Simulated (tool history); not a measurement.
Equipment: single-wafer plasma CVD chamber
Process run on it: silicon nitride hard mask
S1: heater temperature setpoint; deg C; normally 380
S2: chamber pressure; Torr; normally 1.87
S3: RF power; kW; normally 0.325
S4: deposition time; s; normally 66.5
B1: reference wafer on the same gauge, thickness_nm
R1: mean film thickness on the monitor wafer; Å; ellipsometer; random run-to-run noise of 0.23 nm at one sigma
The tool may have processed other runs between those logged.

run	hour	S1	S2	S3	S4	B1	R1
1	0.0	380	1.87	0.325	66.5	73.619	806.47
# hour 31.6: capacitance manometer re-zeroed and calibrated
2	57.0	380	1.87	0.325	66.5	73.588	806.56
3	81.5	380	1.87	0.325	66.5	73.559	806.29
4	269.9	380	1.87	0.325	66.5	73.582	807.51
# hour 321.2: showerhead replaced
5	334.7	380	1.87	0.325	66.5	73.622	800.56
6	364.2	380	1.87	0.325	66.5	73.629	802.90
7	394.8	380	1.87	0.325	66.5	73.613	801.42
# hour 454.7: gauge calibrated
8	465.2	380	1.87	0.325	66.5	73.581	801.63
9	515.6	380	1.87	0.325	66.5	73.597	805.57
# hour 525.0: thermocouple changed; heater temperature recalibrated
# hour 532.5: RF generator calibrated
10	587.1	380	1.87	0.325	66.5	73.613	826.82
11	656.6	374	1.57	0.325	60.6	73.647	738.67
12	699.9	380	2.08	0.325	66.5	73.597	839.03
13	756.1	380	1.87	0.325	66.5	73.622	827.51
14	808.6	380	1.87	0.325	66.5	73.525	825.21
15	879.1	380	1.87	0.325	66.5	73.587	819.86
16	924.1	380	1.87	0.280	66.5	73.581	717.27
# hour 992.6: capacitance manometer re-zeroed and calibrated
17	993.1	380	1.60	0.325	66.5	73.578	805.65
18	1042.7	380	1.87	0.325	66.5	73.665	820.71
19	1070.5	388	1.87	0.275	77.0	73.601	817.95
20	1098.9	380	2.12	0.325	66.5	73.639	831.45
21	1132.5	368	1.87	0.325	66.5	73.629	820.64
22	1182.3	380	1.87	0.325	66.5	73.575	819.42
23	1207.3	367	1.60	0.325	66.5	73.624	806.89
24	1246.4	372	2.33	0.325	61.1	73.595	773.18
25	1298.2	367	2.13	0.305	57.6	73.635	689.42
26	1358.4	380	1.87	0.355	66.5	73.636	874.97
27	1421.5	395	1.45	0.380	71.7	73.567	958.40

Branching from run 27: 5 alternative next runs. What would each branch give?
A	1421.9	380	1.87	0.290	66.5	?	?
B	1421.9	380	1.87	0.325	60.1	?	?
C	1421.9	380	2.23	0.325	66.5	?	?
D	1421.9	391	2.24	0.305	66.5	?	?
E	1421.9	367	1.87	0.390	66.5	?	?

run	B1	R1
A	73.575	738.74
B	73.575	736.96
C	73.575	835.64
D	73.575	788.97
E	73.575	944.52
What these runs would have given with no unlogged condition in the tool:
run	R1
A	752.27
B	750.04
C	850.48
D	803.42
E	959.37

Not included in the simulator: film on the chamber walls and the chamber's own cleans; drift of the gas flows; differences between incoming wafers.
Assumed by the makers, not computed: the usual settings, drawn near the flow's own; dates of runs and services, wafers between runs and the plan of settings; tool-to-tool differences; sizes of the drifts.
